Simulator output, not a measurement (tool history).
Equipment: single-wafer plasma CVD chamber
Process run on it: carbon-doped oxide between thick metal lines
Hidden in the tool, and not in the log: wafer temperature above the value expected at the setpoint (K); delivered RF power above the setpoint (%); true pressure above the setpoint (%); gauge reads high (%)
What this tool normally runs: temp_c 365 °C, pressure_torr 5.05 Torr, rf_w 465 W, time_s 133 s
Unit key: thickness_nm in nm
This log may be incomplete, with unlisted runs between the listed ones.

| run | hour | temp_c | pressure_torr | rf_w | time_s | wafers since the last listed run | hours since the last thermocouple change | hours since the last RF generator calibration | hours since the last manometer calibration | hours since the showerhead was replaced | hours since the gauge calibration | read-back reference wafer on the same gauge, thickness_nm | thickness_nm |
|---|---|---|---|---|---|---|---|---|---|---|---|---|---|
| 1 | 0.0 | 365 | 5.05 | 485 | 133 | 0 | 1550.4 | 1172.3 | 1140.3 | 6659.5 | 169.3 | 533.153 | 656.207 |
| 2 | 10.8 | 374 | 5.05 | 465 | 133 | 121 | 1561.2 | 1183.1 | 1151.1 | 6670.3 | 180.1 | 533.100 | 625.982 |
| 3 | 24.5 | 374 | 5.05 | 465 | 133 | 154 | 1574.9 | 1196.8 | 1164.8 | 6684.0 | 193.8 | 533.221 | 628.284 |
| 4 | 36.0 | 374 | 5.05 | 465 | 133 | 129 | 1586.4 | 1208.3 | 1176.3 | 6695.5 | 205.3 | 533.172 | 627.272 |
| 5 | 49.7 | 365 | 5.05 | 465 | 133 | 154 | 1600.1 | 1222.0 | 1190.0 | 6709.2 | 219.0 | 532.732 | 639.972 |
| 6 | 56.6 | 365 | 5.05 | 465 | 133 | 77 | 1607.0 | 1228.9 | 1196.9 | 6716.1 | 225.9 | 533.040 | 638.639 |
| 7 | 65.0 | 365 | 5.05 | 465 | 133 | 94 | 1615.4 | 1237.3 | 1205.3 | 6724.5 | 234.3 | 533.213 | 639.501 |
| 8 | 71.2 | 365 | 5.05 | 465 | 133 | 70 | 1621.6 | 1243.5 | 1211.5 | 6730.7 | 240.5 | 532.955 | 637.564 |
|  | 80.6 | gauge calibrated |
|  | 88.2 | capacitance manometer re-zeroed and calibrated |
| 9 | 88.7 | 365 | 5.05 | 465 | 133 | 107 | 1639.1 | 1261.0 | 0.5 | 6748.2 | 8.1 | 533.404 | 636.197 |
| 10 | 96.8 | 372 | 5.05 | 465 | 133 | 91 | 1647.2 | 1269.1 | 8.6 | 6756.3 | 16.2 | 532.900 | 625.424 |
|  | 112.6 | showerhead replaced |
| 11 | 114.4 | 374 | 3.82 | 465 | 133 | 108 | 1664.8 | 1286.7 | 26.2 | 1.8 | 33.8 | 533.110 | 583.099 |
|  | 125.4 | thermocouple changed; heater temperature recalibrated |
| 12 | 128.9 | 365 | 3.91 | 535 | 133 | 73 | 3.5 | 1301.2 | 40.7 | 16.3 | 48.3 | 533.394 | 639.814 |
| 13 | 136.3 | 365 | 4.04 | 465 | 133 | 83 | 10.9 | 1308.6 | 48.1 | 23.7 | 55.7 | 532.925 | 597.833 |
| 14 | 147.2 | 365 | 5.67 | 505 | 140 | 123 | 21.8 | 1319.5 | 59.0 | 34.6 | 66.6 | 532.931 | 716.096 |
| 15 | 163.0 | 377 | 4.08 | 520 | 156 | 178 | 37.6 | 1335.3 | 74.8 | 50.4 | 82.4 | 533.119 | 725.330 |
| 16 | 171.6 | 365 | 5.42 | 400 | 133 | 97 | 46.2 | 1343.9 | 83.4 | 59.0 | 91.0 | 533.350 | 594.177 |
| 17 | 184.1 | 376 | 5.66 | 390 | 158 | 141 | 58.7 | 1356.4 | 95.9 | 71.5 | 103.5 | 533.201 | 683.219 |
| 18 | 197.6 | 365 | 4.69 | 385 | 133 | 152 | 72.2 | 1369.9 | 109.4 | 85.0 | 117.0 | 532.920 | 557.062 |
|  | 207.9 | RF generator calibrated |
| 19 | 210.4 | 351 | 4.55 | 510 | 133 | 54 | 85.0 | 2.5 | 122.2 | 97.8 | 129.8 | 533.000 | 694.808 |
| 20 | 217.2 | 355 | 5.37 | 435 | 109 | 76 | 91.8 | 9.3 | 129.0 | 104.6 | 136.6 | 533.165 | 545.797 |
| 21 | 229.7 | 371 | 5.05 | 425 | 133 | 141 | 104.3 | 21.8 | 141.5 | 117.1 | 149.1 | 532.789 | 621.794 |
| 22 | 242.9 | 350 | 5.99 | 465 | 147 | 149 | 117.5 | 35.0 | 154.7 | 130.3 | 162.3 | 532.959 | 789.908 |
| 23 | 250.9 | 365 | 5.05 | 465 | 133 | 90 | 125.5 | 43.0 | 162.7 | 138.3 | 170.3 | 533.149 | 661.874 |
| 24 | 267.4 | 372 | 5.05 | 500 | 152 | 186 | 142.0 | 59.5 | 179.2 | 154.8 | 186.8 | 532.841 | 775.518 |
| 25 | 277.0 | 365 | 5.05 | 465 | 133 | 108 | 151.6 | 69.1 | 188.8 | 164.4 | 196.4 | 532.765 | 662.529 |
| 26 | 292.5 | 370 | 5.05 | 465 | 133 | 175 | 167.1 | 84.6 | 204.3 | 179.9 | 211.9 | 532.642 | 656.967 |
| 27 | 309.9 | 365 | 5.05 | 465 | 133 | 196 | 184.5 | 102.0 | 221.7 | 197.3 | 229.3 | 532.882 | 665.772 |

What if the next run were any one of these 5? Each begins from the tool's condition after run 27:
| A | 310.3 | 365 | 5.05 | 465 | 133 | 4 | 184.9 | 102.4 | 222.1 | 197.7 | 229.7 | ? | ? |
| B | 310.3 | 365 | 5.56 | 555 | 109 | 4 | 184.9 | 102.4 | 222.1 | 197.7 | 229.7 | ? | ? |
| C | 310.3 | 356 | 5.05 | 525 | 133 | 4 | 184.9 | 102.4 | 222.1 | 197.7 | 229.7 | ? | ? |
| D | 310.3 | 354 | 3.98 | 415 | 142 | 4 | 184.9 | 102.4 | 222.1 | 197.7 | 229.7 | ? | ? |
| E | 310.3 | 365 | 5.05 | 465 | 141 | 4 | 184.9 | 102.4 | 222.1 | 197.7 | 229.7 | ? | ? |

| run | read-back reference wafer on the same gauge, thickness_nm | thickness_nm |
|---|---|---|
| A | 532.621 | 663.316 |
| B | 532.621 | 607.337 |
| C | 532.621 | 719.433 |
| D | 532.621 | 640.717 |
| E | 532.621 | 703.053 |
Stripped of hidden state, with their random variation kept, the same runs would have yielded:
| run | thickness_nm |
|---|---|
| A | 665.229 |
| B | 609.051 |
| C | 721.463 |
| D | 642.862 |
| E | 705.081 |

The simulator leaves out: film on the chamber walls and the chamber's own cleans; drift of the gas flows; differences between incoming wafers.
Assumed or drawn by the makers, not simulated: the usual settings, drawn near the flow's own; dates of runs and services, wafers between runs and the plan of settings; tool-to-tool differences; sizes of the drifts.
